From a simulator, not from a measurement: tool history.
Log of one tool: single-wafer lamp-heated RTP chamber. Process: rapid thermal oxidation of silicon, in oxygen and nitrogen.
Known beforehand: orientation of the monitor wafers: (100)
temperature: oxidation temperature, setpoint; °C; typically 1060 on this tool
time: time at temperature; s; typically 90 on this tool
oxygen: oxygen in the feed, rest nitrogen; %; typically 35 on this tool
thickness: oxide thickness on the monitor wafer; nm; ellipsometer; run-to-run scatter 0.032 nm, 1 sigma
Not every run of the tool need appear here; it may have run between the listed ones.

run     day  temperature  time  oxygen  read-back reference wafer on the same gauge, thickness  thickness
  1       0         1060    90      35                                                   7.718      7.891
  2   1.196         1060    90      35                                                   7.715      7.851
  3   3.021         1060    90      35                                                   7.722      7.865
  4   4.633         1060    90      35                                                   7.718      7.914
  5   7.471         1060    90      35                                                   7.725        7.9
  6   9.183         1060    90      35                                                   7.723      7.888
     10.183  -- pyrometer window cleaned and pyrometer calibrated
  7  12.129         1060    90      35                                                   7.724      7.669
  8  14.958         1060    90      35                                                   7.713      7.711
  9  16.662         1060    90      35                                                   7.723      7.759
 10  18.592         1060    90      35                                                   7.716      7.755
 11  21.338         1060    90      35                                                   7.713      7.776
 12  23.862         1060    90      35                                                   7.716      7.823
 13  25.275         1060    90      35                                                   7.728      7.862
 14  26.579         1060    90      35                                                   7.728      7.768
     27.583  -- gauge calibrated
 15  27.746         1060    90      35                                                   7.721      7.792
 16  30.179         1060    90      35                                                   7.709       7.87
 17  32.212         1033    90      35                                                   7.714      6.557
     32.588  -- oxygen flow controller replaced
 18  34.783         1060    90      35                                                   7.722      7.922
 19  36.562         1060    90      35                                                   7.726      7.919
 20  38.754         1038   108      35                                                   7.729        7.4
 21  41.367         1060    51      17                                                   7.725      4.817
 22  43.554         1060    50      35                                                    7.73      6.112
 23  50.758         1051   117      64                                                   7.722     10.386
     51.838  -- pyrometer window cleaned and pyrometer calibrated
 24  52.679         1076    90      35                                                   7.726      8.514
 25  61.617         1060   114      35                                                   7.713      8.697
 26  63.192         1060    90      35                                                   7.722      7.854
 27  64.388         1034    58      47                                                   7.719       6.01
 28  65.925         1068    90      23                                                   7.717      7.106
 29  68.021         1060    90      35                                                   7.725      7.898
 30  69.929         1052    90      55                                                   7.724      8.791
 31  72.908         1060    90      50                                                   7.722      8.973

Branching from run 31: 4 alternative next runs. What would each branch give?
  A  72.925         1074    90      35                                                       ?          ?
  B  72.925         1060    59      35                                                       ?          ?
  C  72.925         1043    90      35                                                       ?          ?
  D  72.925         1041    70      63                                                       ?          ?

run  read-back reference wafer on the same gauge, thickness  thickness
  A                                                   7.717      8.721
  B                                                   7.717      6.599
  C                                                   7.717      7.096
  D                                                   7.717      7.705
With the hidden condition removed and each run's random variation left untouched, the same runs would have given:
run  thickness
  A      8.397
  B      6.352
  C      6.822
  D      7.404

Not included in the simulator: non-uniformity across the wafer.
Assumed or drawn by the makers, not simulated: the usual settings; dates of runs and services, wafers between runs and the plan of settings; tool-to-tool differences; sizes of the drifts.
